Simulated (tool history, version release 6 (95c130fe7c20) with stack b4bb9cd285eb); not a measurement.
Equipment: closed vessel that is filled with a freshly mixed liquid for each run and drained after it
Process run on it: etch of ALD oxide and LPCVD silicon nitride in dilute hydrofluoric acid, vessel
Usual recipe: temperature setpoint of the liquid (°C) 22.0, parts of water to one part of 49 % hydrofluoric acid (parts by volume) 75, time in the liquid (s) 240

| run | hour | temperature setpoint of the liquid (°C) | parts of water to one part of 49 % hydrofluoric acid (parts by volume) | time in the liquid (s) | wafers since the last listed run | hours since the thermometer was replaced | hours since the hydrofluoric acid flow meter was replaced | hours since the gauge calibration | read-back film thickness of the ALD oxide reference wafer, read on the same gauge (nm) | read-back film thickness of the LPCVD silicon nitride reference wafer, read on the same gauge (nm) | thickness taken off the ALD oxide on a monitor wafer (nm) | thickness taken off the LPCVD silicon nitride on a monitor wafer (nm) |
|---|---|---|---|---|---|---|---|---|---|---|---|---|
| 1 | 0.0 | 22.0 | 75 | 240 | 0 | 966.2 | 290.9 | 129.7 | 49.97 | 99.997 | 26.26 | 1.227 |
| 2 | 12.3 | 22.0 | 75 | 240 | 1490 | 978.5 | 303.2 | 142.0 | 49.94 | 99.997 | 26.16 | 1.323 |
| 3 | 27.3 | 22.0 | 75 | 240 | 1817 | 993.5 | 318.2 | 157.0 | 50.01 | 99.996 | 26.44 | 1.247 |
| 4 | 36.3 | 22.0 | 75 | 240 | 1090 | 1002.5 | 327.2 | 166.0 | 49.97 | 100.012 | 26.21 | 1.269 |
| 5 | 46.4 | 22.0 | 75 | 240 | 1223 | 1012.6 | 337.3 | 176.1 | 50.00 | 100.002 | 26.22 | 1.209 |
| 6 | 62.4 | 22.0 | 75 | 240 | 1938 | 1028.6 | 353.3 | 192.1 | 50.05 | 99.972 | 25.94 | 1.255 |
| 7 | 73.5 | 22.0 | 75 | 240 | 1345 | 1039.7 | 364.4 | 203.2 | 49.99 | 99.987 | 26.00 | 1.287 |
| 8 | 85.2 | 22.0 | 75 | 240 | 1417 | 1051.4 | 376.1 | 214.9 | 50.01 | 100.017 | 26.15 | 1.178 |
| 9 | 91.5 | 22.0 | 75 | 240 | 763 | 1057.7 | 382.4 | 221.2 | 49.98 | 100.012 | 26.02 | 1.202 |
| 10 | 105.4 | 22.0 | 75 | 240 | 1684 | 1071.6 | 396.3 | 235.1 | 50.00 | 99.985 | 25.92 | 1.228 |
|  | 113.3 | thermometer replaced |
| 11 | 114.3 | 22.0 | 75 | 240 | 957 | 1.0 | 405.2 | 244.0 | 50.06 | 99.990 | 29.13 | 1.487 |
| 12 | 124.3 | 19.5 | 75 | 240 | 1211 | 11.0 | 415.2 | 254.0 | 49.95 | 99.983 | 26.39 | 1.262 |
| 13 | 141.7 | 17.5 | 65 | 355 | 2108 | 28.4 | 432.6 | 271.4 | 50.05 | 99.994 | 41.96 | 1.838 |
| 14 | 149.2 | 22.0 | 75 | 240 | 908 | 35.9 | 440.1 | 278.9 | 49.93 | 99.986 | 28.96 | 1.494 |
| 15 | 165.0 | 23.5 | 40 | 290 | 1914 | 51.7 | 455.9 | 294.7 | 49.99 | 100.001 | 73.66 | 3.792 |
|  | 173.0 | gauge calibrated |
| 16 | 173.5 | 22.0 | 40 | 240 | 1029 | 60.2 | 464.4 | 0.5 | 50.03 | 99.982 | 56.25 | 2.702 |
|  | 201.1 | hydrofluoric acid flow meter replaced |
| 17 | 222.5 | 22.0 | 75 | 240 | 5816 | 109.2 | 21.4 | 49.5 | 50.06 | 100.008 | 28.91 | 1.465 |
| 18 | 238.5 | 22.0 | 75 | 240 | 1938 | 125.2 | 37.4 | 65.5 | 49.99 | 99.997 | 28.63 | 1.440 |
| 19 | 252.3 | 22.0 | 60 | 240 | 1672 | 139.0 | 51.2 | 79.3 | 50.01 | 99.992 | 37.24 | 1.773 |
| 20 | 265.9 | 26.0 | 65 | 130 | 1647 | 152.6 | 64.8 | 92.9 | 50.03 | 100.019 | 21.35 | 1.161 |
| 21 | 276.0 | 18.5 | 75 | 175 | 1223 | 162.7 | 74.9 | 103.0 | 49.99 | 99.973 | 18.18 | 0.820 |
| 22 | 290.4 | 22.0 | 35 | 345 | 1744 | 177.1 | 89.3 | 117.4 | 49.94 | 100.006 | 93.66 | 4.564 |
| 23 | 303.5 | 24.5 | 75 | 240 | 1587 | 190.2 | 102.4 | 130.5 | 50.01 | 100.023 | 31.61 | 1.768 |
| 24 | 312.6 | 22.0 | 75 | 240 | 1102 | 199.3 | 111.5 | 139.6 | 49.98 | 100.006 | 28.71 | 1.402 |
| 25 | 325.3 | 22.0 | 75 | 240 | 1538 | 212.0 | 124.2 | 152.3 | 50.03 | 100.023 | 28.40 | 1.480 |
| 26 | 333.4 | 25.5 | 45 | 135 | 981 | 220.1 | 132.3 | 160.4 | 49.98 | 100.007 | 32.04 | 1.677 |

For each run, the measured value with the value that run would have given without the tool's hidden condition subtracted. The run-to-run variation is shared by both, the gauge scatter possibly not:
Hidden conditions of the tool in this case: liquid colder than its thermometer reads (K); hydrofluoric acid flow below the setpoint (%); gauge reads high (%).
| run | thickness taken off the ALD oxide on a monitor wafer (nm) | thickness taken off the LPCVD silicon nitride on a monitor wafer (nm) |
|---|---|---|
| 1 | -3.11 | -0.247 |
| 2 | -3.13 | -0.271 |
| 3 | -3.21 | -0.259 |
| 4 | -3.21 | -0.266 |
| 5 | -3.25 | -0.256 |
| 6 | -3.27 | -0.270 |
| 7 | -3.31 | -0.281 |
| 8 | -3.36 | -0.259 |
| 9 | -3.36 | -0.266 |
| 10 | -3.39 | -0.276 |
| 11 | -0.10 | -0.008 |
| 12 | -0.12 | -0.009 |
| 13 | -0.27 | -0.019 |
| 14 | -0.21 | -0.018 |
| 15 | -0.64 | -0.055 |
| 16 | -0.54 | -0.043 |
| 17 | -0.42 | -0.035 |
| 18 | -0.46 | -0.038 |
| 19 | -0.67 | -0.053 |
| 20 | -0.40 | -0.036 |
| 21 | -0.38 | -0.028 |
| 22 | -2.13 | -0.170 |
| 23 | -0.72 | -0.067 |
| 24 | -0.70 | -0.057 |
| 25 | -0.72 | -0.062 |
| 26 | -0.83 | -0.073 |
